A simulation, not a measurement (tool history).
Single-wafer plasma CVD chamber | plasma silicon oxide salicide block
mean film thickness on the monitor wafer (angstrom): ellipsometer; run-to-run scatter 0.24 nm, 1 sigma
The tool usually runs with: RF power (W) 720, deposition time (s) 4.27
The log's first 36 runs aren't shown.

run	hour	RF power (W)	deposition time (s)	read-back reference wafer on the same gauge, thickness_nm	mean film thickness on the monitor wafer (angstrom)
37	1882.4	860	4.74	50.280	493.42
38	1930.7	720	4.27	50.347	424.15
39	1968.2	720	4.27	50.289	427.22
40	2023.9	720	4.27	50.351	425.81
41	2085.7	670	5.02	50.213	497.84
42	2170.6	720	4.27	50.319	426.96
43	2222.9	680	4.69	50.357	463.92
44	2292.0	675	4.78	50.267	474.20
45	2316.0	770	4.27	50.291	432.34

What if the next run were any one of these 3? Each begins from the tool's condition after run 45:
A	2316.4	720	4.27	?	?
B	2316.4	815	3.65	?	?
C	2316.4	615	4.27	?	?

run	read-back reference wafer on the same gauge, thickness_nm	mean film thickness on the monitor wafer (angstrom)
A	50.314	428.87
B	50.314	375.23
C	50.314	417.03
Take away the tool's hidden state, keep each run's random variation, and the runs would have read:
run	mean film thickness on the monitor wafer (angstrom)
A	428.87
B	375.23
C	417.03
